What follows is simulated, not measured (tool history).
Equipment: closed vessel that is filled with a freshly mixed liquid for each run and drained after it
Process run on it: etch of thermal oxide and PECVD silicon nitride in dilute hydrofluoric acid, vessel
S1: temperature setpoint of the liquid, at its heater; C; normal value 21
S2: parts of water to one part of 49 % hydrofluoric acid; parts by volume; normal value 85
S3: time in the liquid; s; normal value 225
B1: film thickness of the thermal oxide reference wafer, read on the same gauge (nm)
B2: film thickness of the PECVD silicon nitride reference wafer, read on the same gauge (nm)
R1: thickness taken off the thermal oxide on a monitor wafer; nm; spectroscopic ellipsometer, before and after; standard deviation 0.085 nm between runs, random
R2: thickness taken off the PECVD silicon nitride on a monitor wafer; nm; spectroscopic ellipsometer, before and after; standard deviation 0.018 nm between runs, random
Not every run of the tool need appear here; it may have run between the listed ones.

run 1 hour=0 | S1=21 S2=95 S3=145 | B1=40.02 B2=89.957 | R1=5.79 R2=1.803
run 2 hour=27.8 | S1=21 S2=95 S3=145 | B1=40 B2=90.018 | R1=5.73 R2=1.813
run 3 hour=49.1 | S1=21 S2=95 S3=145 | B1=40.01 B2=89.992 | R1=5.69 R2=1.819
run 4 hour=69.1 | S1=21 S2=85 S3=225 | B1=39.99 B2=90.003 | R1=10.03 R2=3.14
run 5 hour=89.2 | S1=19.5 S2=85 S3=225 | B1=39.99 B2=90.008 | R1=9.5 R2=2.835
run 6 hour=124.6 | S1=19.5 S2=85 S3=225 | B1=40.01 B2=90.02 | R1=9.51 R2=2.788
run 7 hour=154.1 | S1=19.5 S2=85 S3=225 | B1=40.01 B2=89.997 | R1=9.28 R2=2.8
-- hour=169.6 thermometer replaced
run 8 hour=172.6 | S1=21 S2=85 S3=165 | B1=40 B2=90.006 | R1=7.29 R2=2.276
run 9 hour=203.6 | S1=17 S2=85 S3=225 | B1=39.99 B2=89.997 | R1=8.4 R2=2.344
-- hour=214.2 gauge calibrated
run 10 hour=225.7 | S1=24.5 S2=85 S3=225 | B1=39.99 B2=90.002 | R1=11.43 R2=3.854
run 11 hour=246 | S1=25 S2=85 S3=110 | B1=40 B2=89.989 | R1=5.78 R2=1.956
-- hour=260.1 hydrofluoric acid flow meter replaced
run 12 hour=264.9 | S1=24 S2=110 S3=275 | B1=40.01 B2=89.983 | R1=11.91 R2=4.03

Expected results for the next run?
run 13 hour=293.4 | S1=21 S2=85 S3=225 | B1=? B2=? | R1=? R2=?

B1: 40
B2: 89.991
R1: 11.21 nm
R2: 3.48 nm
Were there no unlogged condition in the tool, this run, its random variation unchanged, would have produced R1 11.37 nm, R2 3.522 nm.
